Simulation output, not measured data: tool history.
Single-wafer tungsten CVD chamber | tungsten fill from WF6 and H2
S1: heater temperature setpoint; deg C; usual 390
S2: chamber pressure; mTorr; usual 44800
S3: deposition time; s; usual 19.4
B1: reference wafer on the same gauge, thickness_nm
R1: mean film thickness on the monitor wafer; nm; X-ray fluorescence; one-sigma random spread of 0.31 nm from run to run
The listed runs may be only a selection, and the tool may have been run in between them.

| run | hour | S1 | S2 | S3 | B1 | R1 |
|---|---|---|---|---|---|---|
| 1 | 0 | 390 | 44800 | 17 | 58.78 | 46.286 |
| 2 | 53.3 | 394 | 52100 | 19.4 | 58.848 | 61.398 |
| 3 | 102.1 | 394 | 52100 | 19.4 | 58.726 | 61.462 |
| 4 | 146.8 | 394 | 52100 | 19.4 | 58.907 | 61.162 |
| 5 | 199 | 390 | 44800 | 19.4 | 58.697 | 52.65 |
| 6 | 230.8 | 390 | 44800 | 21.3 | 58.751 | 58.407 |
| 7 | 278.3 | 390 | 44800 | 21.3 | 58.77 | 57.482 |
| 8 | 333.6 | 390 | 44800 | 19.4 | 58.797 | 53.025 |
| 9 | 385.4 | 390 | 44800 | 19.4 | 59.038 | 52.283 |
| 10 | 414.5 | 390 | 44800 | 19.4 | 58.639 | 52.838 |
|  | 457.4 | showerhead replaced |
|  | 459.5 | thermocouple changed; heater temperature recalibrated |
| 11 | 475 | 390 | 44800 | 19.4 | 58.69 | 52.3 |
| 12 | 622.7 | 390 | 44800 | 19.4 | 58.861 | 52.007 |
| 13 | 680.7 | 390 | 44800 | 16.5 | 58.799 | 44.552 |
| 14 | 711.5 | 390 | 44800 | 19.4 | 58.622 | 52.167 |
| 15 | 775.1 | 385 | 44800 | 19.4 | 58.658 | 47.45 |
|  | 797.2 | gauge calibrated |
| 16 | 816 | 384 | 44800 | 17.5 | 58.685 | 42.082 |
| 17 | 847.1 | 390 | 39200 | 19.4 | 58.821 | 48.571 |
|  | 865.5 | capacitance manometer re-zeroed and calibrated |
| 18 | 917.3 | 390 | 44800 | 19.4 | 58.865 | 52.537 |
| 19 | 988.1 | 385 | 37300 | 17.7 | 58.622 | 39.429 |
| 20 | 1056.7 | 380 | 44800 | 19.4 | 58.877 | 43.026 |

Run 21 has not been measured yet. What should we expect?
| 21 | 1103.1 | 403 | 53200 | 20.6 | ? | ? |

{"run 21": {"B1": 58.862, "R1": 78.359}}
Were there no unlogged condition in the tool, this run, its random variation unchanged, would have produced R1 78.359 nm.
